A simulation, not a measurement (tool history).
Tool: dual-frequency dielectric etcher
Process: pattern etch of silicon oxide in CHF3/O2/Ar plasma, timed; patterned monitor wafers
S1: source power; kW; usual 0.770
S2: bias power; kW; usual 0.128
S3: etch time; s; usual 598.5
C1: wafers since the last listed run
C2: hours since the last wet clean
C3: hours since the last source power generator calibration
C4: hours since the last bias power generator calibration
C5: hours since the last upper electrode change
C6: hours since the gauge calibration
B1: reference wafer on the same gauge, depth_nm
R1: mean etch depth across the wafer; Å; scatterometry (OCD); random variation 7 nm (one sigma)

run,hour,S1,S2,S3,C1,C2,C3,C4,C5,C6,B1,R1
1,0.0,0.770,0.128,509.0,0,257.8,3756.4,1925.3,3090.6,150.9,1274.0,9502
2,7.4,0.770,0.128,598.5,25,265.2,3763.8,1932.7,3098.0,158.3,1270.6,11173
3,20.5,0.770,0.128,598.5,45,278.3,3776.9,1945.8,3111.1,171.4,1268.9,11295
4,29.8,0.770,0.128,598.5,32,287.6,3786.2,1955.1,3120.4,180.7,1270.7,11120
5,42.3,0.770,0.128,598.5,43,300.1,3798.7,1967.6,3132.9,193.2,1270.0,11180
6,54.5,0.770,0.128,598.5,41,312.3,3810.9,1979.8,3145.1,205.4,1272.0,11225
7,64.6,0.770,0.128,598.5,34,322.4,3821.0,1989.9,3155.2,215.5,1272.0,11287
8,77.1,0.770,0.128,598.5,43,334.9,3833.5,2002.4,3167.7,228.0,1269.6,11222
9,83.1,0.770,0.128,504.5,20,340.9,3839.5,2008.4,3173.7,234.0,1270.8,9526
# hour 107.1: source power generator calibrated
# hour 108.1: gauge calibrated
# hour 128.6: wet clean of the chamber
10,129.1,0.770,0.128,528.0,70,0.5,22.0,2054.4,3219.7,21.0,1270.5,10185
11,133.0,0.770,0.128,528.0,13,4.4,25.9,2058.3,3223.6,24.9,1269.8,10226
# hour 162.1: wet clean of the chamber, repeated, since the last time left the tool worse
# hour 173.1: upper electrode replaced
12,173.6,0.770,0.128,598.5,19,11.5,66.5,2098.9,0.5,65.5,1268.2,10884
13,174.1,0.620,0.128,598.5,1,12.0,67.0,2099.4,1.0,66.0,1270.2,9687
14,174.5,0.920,0.128,598.5,1,12.4,67.4,2099.8,1.4,66.4,1275.3,11754
15,175.1,0.770,0.128,598.5,2,13.0,68.0,2100.4,2.0,67.0,1271.7,10894
16,184.1,0.850,0.156,598.5,30,22.0,77.0,2109.4,11.0,76.0,1267.8,12455

Forecast run 17:
17,190.7,0.770,0.109,550.5,22,28.6,83.6,2116.0,17.6,82.6,?,?

{"run 17": {"B1": 1265.3, "R1": 9377}}
Without the tool's hidden state the same run would have given R1 9333 Å.
